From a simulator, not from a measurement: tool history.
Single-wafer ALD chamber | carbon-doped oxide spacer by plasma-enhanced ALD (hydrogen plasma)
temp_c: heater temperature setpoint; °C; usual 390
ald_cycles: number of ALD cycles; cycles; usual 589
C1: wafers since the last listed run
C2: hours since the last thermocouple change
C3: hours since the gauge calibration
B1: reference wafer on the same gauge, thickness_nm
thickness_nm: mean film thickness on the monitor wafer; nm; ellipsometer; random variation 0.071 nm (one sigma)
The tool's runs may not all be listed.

run 1 hour=0 | temp_c=390 ald_cycles=589 | C1=0 C2=2017.8 C3=316.8 | B1=28.045 | thickness_nm=28.774
run 2 hour=8 | temp_c=390 ald_cycles=589 | C1=5 C2=2025.8 C3=324.8 | B1=28.043 | thickness_nm=28.665
run 3 hour=25.7 | temp_c=390 ald_cycles=589 | C1=12 C2=2043.5 C3=342.5 | B1=28.073 | thickness_nm=28.866
-- hour=40.4 gauge calibrated
run 4 hour=43.5 | temp_c=390 ald_cycles=589 | C1=12 C2=2061.3 C3=3.1 | B1=27.65 | thickness_nm=28.344
run 5 hour=74.1 | temp_c=390 ald_cycles=589 | C1=20 C2=2091.9 C3=33.7 | B1=27.664 | thickness_nm=28.312
run 6 hour=87.1 | temp_c=390 ald_cycles=589 | C1=8 C2=2104.9 C3=46.7 | B1=27.692 | thickness_nm=28.373
run 7 hour=93.8 | temp_c=390 ald_cycles=589 | C1=4 C2=2111.6 C3=53.4 | B1=27.7 | thickness_nm=28.418
run 8 hour=102.8 | temp_c=390 ald_cycles=589 | C1=6 C2=2120.6 C3=62.4 | B1=27.688 | thickness_nm=28.538
run 9 hour=113.5 | temp_c=390 ald_cycles=589 | C1=7 C2=2131.3 C3=73.1 | B1=27.72 | thickness_nm=28.508
run 10 hour=130.7 | temp_c=382 ald_cycles=589 | C1=11 C2=2148.5 C3=90.3 | B1=27.726 | thickness_nm=28.392
run 11 hour=140.6 | temp_c=382 ald_cycles=589 | C1=6 C2=2158.4 C3=100.2 | B1=27.735 | thickness_nm=28.483
run 12 hour=153.8 | temp_c=382 ald_cycles=589 | C1=8 C2=2171.6 C3=113.4 | B1=27.745 | thickness_nm=28.36
run 13 hour=164.3 | temp_c=396 ald_cycles=589 | C1=7 C2=2182.1 C3=123.9 | B1=27.776 | thickness_nm=28.513
run 14 hour=172.2 | temp_c=396 ald_cycles=589 | C1=5 C2=2190 C3=131.8 | B1=27.769 | thickness_nm=28.515
run 15 hour=188.2 | temp_c=390 ald_cycles=589 | C1=10 C2=2206 C3=147.8 | B1=27.799 | thickness_nm=28.556
run 16 hour=204.5 | temp_c=390 ald_cycles=589 | C1=11 C2=2222.3 C3=164.1 | B1=27.808 | thickness_nm=28.537
run 17 hour=221.7 | temp_c=384 ald_cycles=660 | C1=11 C2=2239.5 C3=181.3 | B1=27.834 | thickness_nm=31.938
run 18 hour=270 | temp_c=380 ald_cycles=589 | C1=32 C2=2287.8 C3=229.6 | B1=27.905 | thickness_nm=28.666
run 19 hour=281.1 | temp_c=380 ald_cycles=589 | C1=7 C2=2298.9 C3=240.7 | B1=27.914 | thickness_nm=28.672
run 20 hour=291.6 | temp_c=390 ald_cycles=589 | C1=7 C2=2309.4 C3=251.2 | B1=27.918 | thickness_nm=28.502
run 21 hour=304.8 | temp_c=390 ald_cycles=536 | C1=8 C2=2322.6 C3=264.4 | B1=27.906 | thickness_nm=26.102
run 22 hour=312.9 | temp_c=390 ald_cycles=536 | C1=5 C2=2330.7 C3=272.5 | B1=27.926 | thickness_nm=26.001
-- hour=321.4 thermocouple changed; heater temperature recalibrated
run 23 hour=328.8 | temp_c=390 ald_cycles=536 | C1=5 C2=7.4 C3=288.4 | B1=27.94 | thickness_nm=26.077
run 24 hour=339 | temp_c=390 ald_cycles=589 | C1=6 C2=17.6 C3=298.6 | B1=27.956 | thickness_nm=28.726
run 25 hour=346.7 | temp_c=379 ald_cycles=589 | C1=5 C2=25.3 C3=306.3 | B1=27.975 | thickness_nm=28.624
run 26 hour=357.2 | temp_c=401 ald_cycles=482 | C1=7 C2=35.8 C3=316.8 | B1=27.962 | thickness_nm=23.515
run 27 hour=373.9 | temp_c=390 ald_cycles=648 | C1=11 C2=52.5 C3=333.5 | B1=27.994 | thickness_nm=31.62
run 28 hour=390.3 | temp_c=390 ald_cycles=589 | C1=11 C2=68.9 C3=349.9 | B1=28.013 | thickness_nm=28.795
-- hour=395.3 gauge calibrated
run 29 hour=399.2 | temp_c=390 ald_cycles=648 | C1=6 C2=77.8 C3=3.9 | B1=27.733 | thickness_nm=31.188
run 30 hour=414.5 | temp_c=390 ald_cycles=589 | C1=10 C2=93.1 C3=19.2 | B1=27.739 | thickness_nm=28.472
run 31 hour=426.4 | temp_c=399 ald_cycles=656 | C1=8 C2=105 C3=31.1 | B1=27.764 | thickness_nm=31.812
run 32 hour=438 | temp_c=390 ald_cycles=589 | C1=7 C2=116.6 C3=42.7 | B1=27.787 | thickness_nm=28.502
run 33 hour=450.9 | temp_c=380 ald_cycles=589 | C1=8 C2=129.5 C3=55.6 | B1=27.781 | thickness_nm=28.639
run 34 hour=465.7 | temp_c=390 ald_cycles=539 | C1=10 C2=144.3 C3=70.4 | B1=27.784 | thickness_nm=26.156
run 35 hour=510.1 | temp_c=390 ald_cycles=589 | C1=30 C2=188.7 C3=114.8 | B1=27.856 | thickness_nm=28.604
run 36 hour=523.9 | temp_c=398 ald_cycles=695 | C1=9 C2=202.5 C3=128.6 | B1=27.856 | thickness_nm=33.903
run 37 hour=540.6 | temp_c=385 ald_cycles=500 | C1=11 C2=219.2 C3=145.3 | B1=27.868 | thickness_nm=24.377
run 38 hour=549.6 | temp_c=395 ald_cycles=693 | C1=6 C2=228.2 C3=154.3 | B1=27.903 | thickness_nm=33.804
run 39 hour=566.9 | temp_c=390 ald_cycles=645 | C1=11 C2=245.5 C3=171.6 | B1=27.914 | thickness_nm=31.353
run 40 hour=574.7 | temp_c=390 ald_cycles=589 | C1=5 C2=253.3 C3=179.4 | B1=27.903 | thickness_nm=28.6
run 41 hour=587.7 | temp_c=377 ald_cycles=691 | C1=8 C2=266.3 C3=192.4 | B1=27.935 | thickness_nm=33.568
run 42 hour=598.3 | temp_c=401 ald_cycles=684 | C1=7 C2=276.9 C3=203 | B1=27.931 | thickness_nm=33.259
run 43 hour=605.7 | temp_c=377 ald_cycles=505 | C1=5 C2=284.3 C3=210.4 | B1=27.941 | thickness_nm=24.689
run 44 hour=619.1 | temp_c=390 ald_cycles=513 | C1=9 C2=297.7 C3=223.8 | B1=27.962 | thickness_nm=25.045
run 45 hour=628.9 | temp_c=376 ald_cycles=647 | C1=6 C2=307.5 C3=233.6 | B1=27.976 | thickness_nm=31.585
run 46 hour=643.8 | temp_c=382 ald_cycles=646 | C1=10 C2=322.4 C3=248.5 | B1=28.005 | thickness_nm=31.348
run 47 hour=656.8 | temp_c=396 ald_cycles=589 | C1=8 C2=335.4 C3=261.5 | B1=27.986 | thickness_nm=28.65
run 48 hour=674.4 | temp_c=390 ald_cycles=551 | C1=11 C2=353 C3=279.1 | B1=28.019 | thickness_nm=27.059

Hidden state at the last listed run before each entry between runs and at the first one after, where it differs:
Between runs 3 and 4: gauge calibrated (hour 40.4)
  gauge reads high (%): 1.33 -> -0.207
  measured less the result without the state, thickness_nm: +0.379 -> -0.059 nm
Between runs 22 and 23: thermocouple changed; heater temperature recalibrated (hour 321.4)
  gauge reads high (%): 0.817 -> 0.877
  measured less the result without the state, thickness_nm: +0.211 -> +0.226 nm
Between runs 28 and 29: gauge calibrated (hour 395.3)
  gauge reads high (%): 1.11 -> 0.115
  measured less the result without the state, thickness_nm: +0.316 -> +0.036 nm
